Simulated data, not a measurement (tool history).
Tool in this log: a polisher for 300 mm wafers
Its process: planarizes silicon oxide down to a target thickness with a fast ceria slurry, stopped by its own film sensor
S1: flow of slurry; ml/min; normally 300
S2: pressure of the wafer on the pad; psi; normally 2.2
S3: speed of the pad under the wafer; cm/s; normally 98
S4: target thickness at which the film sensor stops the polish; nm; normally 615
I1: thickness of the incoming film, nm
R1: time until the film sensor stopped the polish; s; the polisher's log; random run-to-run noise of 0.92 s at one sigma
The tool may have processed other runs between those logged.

| run | day | S1 | S2 | S3 | S4 | I1 | R1 |
|---|---|---|---|---|---|---|---|
| 1 | 0 | 300 | 2.2 | 98 | 615 | 1330.9 | 74 |
|  | 2.642 | slurry nozzle cleaned |
| 2 | 3.579 | 300 | 2.2 | 98 | 615 | 1332.9 | 74.5 |
| 3 | 5.35 | 300 | 2.2 | 98 | 615 | 1361.5 | 76.8 |
| 4 | 8.367 | 330 | 2.2 | 98 | 693 | 1351.7 | 68.9 |
|  | 10.9 | worn pad replaced by a new one |
| 5 | 12.646 | 330 | 2.2 | 98 | 693 | 1358 | 69.8 |
| 6 | 14.967 | 330 | 2.2 | 98 | 693 | 1330.3 | 67.7 |
| 7 | 17.175 | 300 | 2.2 | 98 | 615 | 1362.1 | 79.7 |
| 8 | 21.442 | 300 | 2.2 | 98 | 615 | 1341.9 | 77.5 |
| 9 | 24.925 | 300 | 2.2 | 98 | 615 | 1332.3 | 78.5 |
| 10 | 26.442 | 300 | 2.2 | 98 | 615 | 1334.8 | 81.6 |
|  | 27.658 | head pressure recalibrated |
|  | 28.058 | slurry nozzle cleaned |
| 11 | 28.171 | 300 | 2.2 | 84 | 615 | 1366.5 | 88.2 |
| 12 | 39.75 | 300 | 2.2 | 84 | 615 | 1345.4 | 87.8 |
| 13 | 41.258 | 300 | 2.2 | 84 | 615 | 1355.6 | 91.5 |
|  | 42.446 | worn pad replaced by a new one |
| 14 | 43.404 | 300 | 2.2 | 98 | 615 | 1346.6 | 78.6 |
| 15 | 47.525 | 390 | 2.2 | 110 | 615 | 1356.4 | 70.4 |
| 16 | 51.508 | 300 | 2.2 | 74 | 615 | 1328.2 | 104.4 |
| 17 | 53.617 | 235 | 2.5 | 128 | 615 | 1338.3 | 56.6 |
|  | 54.225 | head pressure recalibrated |
| 18 | 55.488 | 300 | 2.8 | 66 | 699 | 1376.3 | 83.4 |
| 19 | 58.354 | 300 | 1.8 | 68 | 615 | 1344.3 | 130.3 |
| 20 | 60.512 | 265 | 2.7 | 86 | 615 | 1335.7 | 76.4 |
|  | 60.662 | slurry nozzle cleaned |
| 21 | 63.95 | 360 | 2.5 | 82 | 615 | 1344 | 78.2 |
| 22 | 67.671 | 300 | 1.6 | 128 | 615 | 1351.6 | 77.8 |
|  | 67.908 | worn pad replaced by a new one |
| 23 | 70.788 | 230 | 2.2 | 98 | 615 | 1334.2 | 77.7 |
| 24 | 75.233 | 360 | 2.5 | 82 | 615 | 1351.6 | 81.3 |
| 25 | 78.138 | 300 | 2.2 | 82 | 549 | 1355.6 | 104.5 |
| 26 | 80.462 | 380 | 2.2 | 126 | 615 | 1341.8 | 59.6 |
| 27 | 82.075 | 265 | 2.2 | 98 | 515 | 1376.7 | 92 |
| 28 | 83.679 | 300 | 2 | 98 | 695 | 1353.2 | 78.1 |
|  | 86.533 | head pressure recalibrated |
| 29 | 87.258 | 340 | 1.8 | 98 | 615 | 1343.7 | 86 |
|  | 88.338 | slurry nozzle cleaned |
| 30 | 88.85 | 300 | 2.2 | 98 | 615 | 1343 | 72.3 |
| 31 | 92.388 | 300 | 2.2 | 98 | 512 | 1365.4 | 84.1 |
| 32 | 96.35 | 300 | 2.2 | 98 | 556 | 1359.9 | 82.6 |
|  | 96.8 | worn pad replaced by a new one |
| 33 | 98.996 | 245 | 2.2 | 98 | 727 | 1350.1 | 65.6 |
| 34 | 100.671 | 300 | 3 | 98 | 532 | 1351.6 | 64.2 |
| 35 | 103.575 | 245 | 2.2 | 98 | 727 | 1352.5 | 66.4 |
| 36 | 107.483 | 355 | 2.2 | 126 | 695 | 1339.5 | 52 |
| 37 | 110.829 | 300 | 2.2 | 98 | 615 | 1369.9 | 81.2 |

What if the next run were any one of these 3? Each begins from the tool's condition after run 37:
| A | 110.846 | 300 | 2.2 | 98 | 615 | 1378.2 | ? |
| B | 110.846 | 300 | 2.2 | 80 | 615 | 1378.2 | ? |
| C | 110.846 | 300 | 2.2 | 90 | 488 | 1378.2 | ? |

| run | R1 |
|---|---|
| A | 79.6 |
| B | 97.5 |
| C | 101.1 |
With no hidden state in the tool, these same runs would have given:
| run | R1 |
|---|---|
| A | 72.4 |
| B | 88.7 |
| C | 92 |
